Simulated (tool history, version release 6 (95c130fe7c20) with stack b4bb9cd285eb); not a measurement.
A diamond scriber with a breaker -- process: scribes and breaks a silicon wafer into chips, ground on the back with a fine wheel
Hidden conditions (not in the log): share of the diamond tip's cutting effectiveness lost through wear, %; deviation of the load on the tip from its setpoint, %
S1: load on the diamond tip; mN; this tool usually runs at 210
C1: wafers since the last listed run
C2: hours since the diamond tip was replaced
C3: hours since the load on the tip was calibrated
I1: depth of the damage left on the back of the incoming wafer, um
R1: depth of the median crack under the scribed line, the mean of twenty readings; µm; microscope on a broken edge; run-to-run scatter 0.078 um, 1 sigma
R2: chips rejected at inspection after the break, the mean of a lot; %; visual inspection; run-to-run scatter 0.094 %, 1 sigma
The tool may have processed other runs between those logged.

run,hour,S1,C1,C2,C3,I1,R1,R2
1,0,210,0,263.4,190.9,2.34,8.74,2.55
2,12.9,210,26,276.3,203.8,2.03,8.78,2.03
3,28.6,210,32,292,219.5,2.68,8.64,3.89
4,37.9,210,19,301.3,228.8,1.72,8.66,1.41
5,46.4,210,17,309.8,237.3,2.19,8.68,2.35
6,60,241,27,323.4,250.9,1.6,9.85,2.67
7,74.2,241,29,337.6,265.1,1.77,9.62,2.83
8,85.1,241,22,348.5,276,2.57,9.83,4.12
9,99,210,28,362.4,289.9,1.89,8.81,1.57
10,110.6,210,23,374,301.5,2.53,8.76,3.02
11,125.6,210,30,389,316.5,2.53,8.73,3.11
12,140.6,248,30,404,331.5,2.39,9.78,4.18
13,154.7,210,28,418.1,345.6,2.67,8.82,3.47
14,170.5,210,32,433.9,361.4,2.61,8.69,3.38
15,185.8,169,31,449.2,376.7,1.97,7.46,5.61
16,210.4,169,50,473.8,401.3,2.44,7.43,7.27
17,218.7,176,16,482.1,409.6,2.92,7.71,8.47
18,229,194,21,492.4,419.9,2.57,8.31,4.24
19,240.1,244,22,503.5,431,1.85,9.9,3.35
# hour 254.2: diamond tip replaced by a new one
20,255.1,244,26,0.9,446,2.96,10.61,9.14
21,270.5,210,31,16.3,461.4,2.35,9.34,3.02
22,282.4,226,24,28.2,473.3,2.65,9.98,4.98
23,293.4,238,22,39.2,484.3,2.23,10.29,5.9
24,304.7,157,23,50.5,495.6,2.99,7.53,10.94
25,318.6,245,28,64.4,509.5,1.81,10.38,5.53
26,327.1,251,17,72.9,518,1.52,10.75,6.15
27,342,254,30,87.8,532.9,2.19,10.74,6.8

Forecast run 28:
28,351.4,210,19,97.2,542.3,1.54,?,?

Run 28 yielded R1 9.28 µm, R2 1.44 %.
Take away the tool's hidden state, keep the run-to-run variation as it was, and the same run would have given R1 8.75 µm, R2 1.07 %.
